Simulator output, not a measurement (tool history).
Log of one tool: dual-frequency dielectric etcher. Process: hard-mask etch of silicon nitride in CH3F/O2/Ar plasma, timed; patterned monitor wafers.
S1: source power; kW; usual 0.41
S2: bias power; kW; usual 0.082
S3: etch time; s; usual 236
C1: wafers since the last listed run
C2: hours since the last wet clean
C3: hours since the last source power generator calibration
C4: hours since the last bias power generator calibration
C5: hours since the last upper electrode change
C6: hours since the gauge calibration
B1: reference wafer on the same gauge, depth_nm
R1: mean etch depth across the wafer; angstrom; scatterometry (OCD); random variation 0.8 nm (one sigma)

run,day,S1,S2,S3,C1,C2,C3,C4,C5,C6,B1,R1
1,0,0.44,0.082,236,0,580.3,2825.2,1148.5,3173.7,1411.3,145,1752
# day 2.517: wet clean of the chamber
2,3.746,0.44,0.082,236,399,29.5,2915.1,1238.4,3263.6,1501.2,144.9,1750
3,6.071,0.41,0.082,236,338,85.3,2970.9,1294.2,3319.4,1557,145.3,1687
4,8.8,0.41,0.082,236,397,150.8,3036.4,1359.7,3384.9,1622.5,145.3,1689
5,13.258,0.41,0.082,236,648,257.8,3143.4,1466.7,3491.9,1729.5,145.1,1676
6,17.071,0.41,0.082,213,554,349.3,3234.9,1558.2,3583.4,1821,145,1511
7,19.571,0.41,0.082,213,363,409.3,3294.9,1618.2,3643.4,1881,144.6,1532
# day 24.238: gauge calibrated
# day 24.654: source power generator calibrated
# day 28.008: bias power generator calibrated
# day 28.725: wet clean of the chamber
8,31.342,0.41,0.082,213,1559,62.8,160.5,80,3925.9,170.5,145,1488
9,38.079,0.37,0.082,236,980,224.5,322.2,241.7,4087.6,332.2,144.9,1566
10,41.588,0.37,0.082,236,510,308.7,406.4,325.9,4171.8,416.4,144.7,1574
11,44.704,0.37,0.082,236,453,383.5,481.2,400.7,4246.6,491.2,144.7,1569
12,48.271,0.41,0.09,236,518,469.1,566.8,486.3,4332.2,576.8,144.8,1734
13,50.583,0.41,0.082,236,336,524.6,622.3,541.8,4387.7,632.3,145.2,1655
# day 52.442: upper electrode replaced
# day 53.292: wet clean of the chamber
14,54.975,0.41,0.082,213,370,40.4,727.7,647.2,60.8,737.7,145.3,1502
15,56.617,0.41,0.082,236,238,79.8,767.1,686.6,100.2,777.1,144.8,1643
16,60.829,0.44,0.068,275,612,180.9,868.2,787.7,201.3,878.2,145.1,1831
17,65.004,0.41,0.082,236,607,281.1,968.4,887.9,301.5,978.4,144.9,1648
18,68.867,0.35,0.082,236,561,373.8,1061.1,980.6,394.2,1071.1,145.1,1526
19,71.596,0.41,0.082,236,397,439.3,1126.6,1046.1,459.7,1136.6,144.8,1653
20,75.321,0.51,0.082,207.5,541,528.7,1216,1135.5,549.1,1226,145,1626
21,78.658,0.41,0.067,289,485,608.8,1296.1,1215.6,629.2,1306.1,145.3,1835
# day 82.162: wet clean of the chamber
22,82.183,0.37,0.063,261.5,367,0.5,1380.7,1300.2,713.8,1390.7,144.8,1513
23,84.338,0.45,0.073,181.5,313,52.2,1432.4,1351.9,765.5,1442.4,144.8,1260
24,86.058,0.41,0.082,236,250,93.5,1473.7,1393.2,806.8,1483.7,144.9,1663
25,89.871,0.48,0.082,302,554,185,1565.2,1484.7,898.3,1575.2,144.9,2300
26,92.979,0.32,0.063,195,452,259.6,1639.8,1559.3,972.9,1649.8,145.1,1062
# day 93.979: gauge calibrated
27,96.596,0.35,0.075,285,526,346.4,1726.6,1646.1,1059.7,62.8,145,1767
28,99.333,0.41,0.101,236,398,412.1,1792.3,1711.8,1125.4,128.5,145.4,1838
# day 100.05: bias power generator calibrated
29,102.683,0.41,0.082,236,463,492.5,1872.7,63.2,1205.8,208.9,145.2,1652

Measured less the same run without the tool's hidden state. The same run-to-run variation is in both; the gauge's scatter may not be:
The hidden state here: etch rate over this chamber's usual, %; source power that arrives over what is set, %; bias power that arrives over what is set, %; gauge reads high (%).
run,R1
1,+35
2,+36
3,+36
4,+36
5,+37
6,+35
7,+35
8,+3
9,+4
10,+6
11,+7
12,+8
13,+8
14,+8
15,+10
16,+12
17,+12
18,+12
19,+14
20,+14
21,+18
22,+16
23,+13
24,+18
25,+26
26,+13
27,+22
28,+23
29,+22
